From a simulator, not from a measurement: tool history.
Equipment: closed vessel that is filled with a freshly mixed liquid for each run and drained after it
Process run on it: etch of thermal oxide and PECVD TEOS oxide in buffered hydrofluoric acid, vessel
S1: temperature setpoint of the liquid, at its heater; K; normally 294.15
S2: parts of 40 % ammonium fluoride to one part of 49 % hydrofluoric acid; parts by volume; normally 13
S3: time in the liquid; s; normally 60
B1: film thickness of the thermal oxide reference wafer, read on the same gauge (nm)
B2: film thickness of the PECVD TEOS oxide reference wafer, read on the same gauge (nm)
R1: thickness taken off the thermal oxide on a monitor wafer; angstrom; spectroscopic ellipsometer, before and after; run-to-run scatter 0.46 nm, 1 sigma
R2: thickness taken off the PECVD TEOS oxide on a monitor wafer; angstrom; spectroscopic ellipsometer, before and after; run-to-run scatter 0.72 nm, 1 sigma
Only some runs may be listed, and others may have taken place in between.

| run | day | S1 | S2 | S3 | B1 | B2 | R1 | R2 |
|---|---|---|---|---|---|---|---|---|
| 1 | 0 | 294.15 | 11 | 60 | 100.01 | 40 | 608.5 | 1821.7 |
| 2 | 1.825 | 294.15 | 11 | 60 | 99.98 | 40.01 | 610 | 1834.5 |
| 3 | 3.838 | 294.15 | 13 | 60 | 100.02 | 40.01 | 516 | 1548.3 |
| 4 | 6.388 | 294.15 | 13 | 60 | 100.01 | 40.01 | 515.5 | 1564.6 |
| 5 | 8.279 | 294.15 | 13 | 60 | 100.01 | 40 | 506 | 1545.5 |
| 6 | 10.875 | 294.15 | 13 | 60 | 99.98 | 40.01 | 507.2 | 1551.7 |
| 7 | 13.275 | 294.15 | 13 | 80 | 100.01 | 40 | 678.7 | 2050.7 |
| 8 | 15.042 | 294.15 | 13 | 80 | 100 | 40.02 | 677 | 2074.5 |
|  | 16.842 | gauge calibrated |
| 9 | 17.654 | 294.15 | 13 | 80 | 100.01 | 39.99 | 659.5 | 2057 |
| 10 | 18.75 | 291.15 | 9 | 60 | 100 | 40.02 | 617.5 | 1870.9 |
| 11 | 22.333 | 295.15 | 13 | 60 | 100.01 | 39.98 | 529.5 | 1626.7 |
| 12 | 24.967 | 290.15 | 15 | 90 | 99.98 | 39.99 | 517.8 | 1610.1 |
| 13 | 27.629 | 294.15 | 8.5 | 60 | 99.97 | 40 | 756.8 | 2308.2 |
|  | 28.179 | hydrofluoric acid flow meter replaced |
| 14 | 29.904 | 296.15 | 13 | 30 | 99.96 | 39.98 | 331.9 | 995.9 |
| 15 | 31.9 | 294.15 | 13 | 30 | 99.98 | 40 | 289.5 | 891.1 |
|  | 34.562 | thermometer replaced |
| 16 | 34.583 | 294.15 | 15 | 60 | 99.98 | 40 | 434.1 | 1314.3 |
| 17 | 36.938 | 294.15 | 8.5 | 45 | 100 | 39.98 | 547.1 | 1693.2 |
| 18 | 38.375 | 294.15 | 10.5 | 60 | 100.01 | 39.98 | 606.5 | 1873.2 |
| 19 | 41.067 | 294.15 | 13 | 60 | 99.99 | 40.02 | 494.1 | 1510.6 |
| 20 | 42.504 | 296.15 | 13 | 30 | 100 | 39.99 | 273.9 | 848.3 |
| 21 | 44.417 | 297.15 | 17 | 60 | 100.02 | 40 | 458.1 | 1369.8 |
| 22 | 46.425 | 294.15 | 13 | 95 | 100.01 | 40 | 777.4 | 2413 |

The tool's hidden state at each run:
gauge reads high (%): 0 on each run
H1: liquid hotter than its thermometer reads (K)
H2: hydrofluoric acid flow below the setpoint (%)
| run | H1 | H2 |
|---|---|---|
| 1 | 1.93 | 8.29 |
| 2 | 1.99 | 8.71 |
| 3 | 2.06 | 9.17 |
| 4 | 2.14 | 9.76 |
| 5 | 2.21 | 10.2 |
| 6 | 2.3 | 10.8 |
| 7 | 2.38 | 11.3 |
| 8 | 2.44 | 11.7 |
| 9 | 2.53 | 12.3 |
| 10 | 2.56 | 12.6 |
| 11 | 2.69 | 13.4 |
| 12 | 2.78 | 14 |
| 13 | 2.87 | 14.6 |
| 14 | 2.94 | 0.641 |
| 15 | 3.01 | 1.1 |
| 16 | 0.246 | 1.72 |
| 17 | 0.326 | 2.26 |
| 18 | 0.375 | 2.59 |
| 19 | 0.466 | 3.21 |
| 20 | 0.515 | 3.54 |
| 21 | 0.58 | 3.98 |
| 22 | 0.649 | 4.44 |
